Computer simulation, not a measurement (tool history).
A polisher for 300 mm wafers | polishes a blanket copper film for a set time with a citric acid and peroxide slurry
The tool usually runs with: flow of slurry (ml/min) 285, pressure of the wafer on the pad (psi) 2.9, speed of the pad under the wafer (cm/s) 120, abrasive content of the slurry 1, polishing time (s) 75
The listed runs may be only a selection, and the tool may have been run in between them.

run,hour,flow of slurry (ml/min),pressure of the wafer on the pad (psi),speed of the pad under the wafer (cm/s),abrasive content of the slurry,polishing time (s),"incoming thickness of the incoming film, nm",film removed (Å)
1,0,285,2.9,120,1,75,1213.4,2071
# hour 7.3: slurry blender recalibrated
2,17.3,285,2.9,120,1,75,1197.6,1992
3,50.7,260,2.9,120,1,75,1189.1,1968
4,69.6,260,2.9,120,1,75,1205,1958
5,88.4,260,2.9,120,1,75,1205.3,1930
# hour 94.8: worn pad replaced by a new one
6,101.2,285,2.9,120,1,75,1190.5,2077
7,127.7,285,2.9,120,1.15,75,1196,2134
8,153.9,285,2.9,100,1,75,1190.2,1704
9,182.9,285,2.9,120,1,75,1194.5,1960
# hour 189.1: slurry blender recalibrated
10,212.8,285,2.9,120,1,75,1182.7,1938
11,225.9,285,2.9,120,1,75,1181.3,1865
# hour 248.7: worn pad replaced by a new one
12,249.2,285,2.9,120,1,75,1201.9,2054
13,266.6,285,2.9,120,1,75,1212.5,2017
14,298.9,285,2.9,120,1,75,1222.6,1949
15,329.8,285,2.9,120,1,75,1175.3,1923
16,348.6,285,2.9,120,1,75,1204,1877
17,363.4,350,2.9,120,1,75,1183.8,1909
# hour 368: worn pad replaced by a new one
# hour 397.5: slurry blender recalibrated
18,403.8,285,2.9,120,1,67,1185.4,1727
19,423.6,285,3.2,120,1,75,1189.2,2083
# hour 444.8: slurry nozzle cleaned
20,451.5,330,2.9,92,1,58,1196.4,1152
# hour 454.6: head pressure recalibrated
21,463.8,285,3.8,120,1.15,61,1172.8,2208
22,476.3,285,2.9,120,1,75,1175.6,2008
23,498.1,285,2.9,120,1.3,75,1215.6,2128
# hour 503.2: worn pad replaced by a new one
24,514.6,285,2.5,144,0.9,75,1199.5,2165
25,550.3,285,2.9,120,1,75,1187.4,2096
26,568,285,2.9,138,0.85,57,1223.7,1714
# hour 573.8: slurry blender recalibrated
27,585.9,215,2.9,84,0.9,98,1209.5,1849
28,614.5,330,3.7,82,1,63,1205.8,1526
# hour 621.4: worn pad replaced by a new one
29,626.8,285,2.9,158,1.1,85,1208.2,3116

Here are 5 independent what-if runs from the current tool condition. What would each one return?
A,627.3,285,2.9,120,1,75,1211,?
B,627.3,350,2.9,120,0.85,75,1211,?
C,627.3,285,2.9,156,1,75,1211,?
D,627.3,285,2.9,120,1,65,1211,?
E,627.3,380,2.9,78,1,101,1211,?

run,film removed (Å)
A,2144
B,2085
C,2716
D,1858
E,2041
Stripped of hidden state, with their random variation kept, the same runs would have yielded:
run,film removed (Å)
A,2273
B,2210
C,2879
D,1970
E,2162
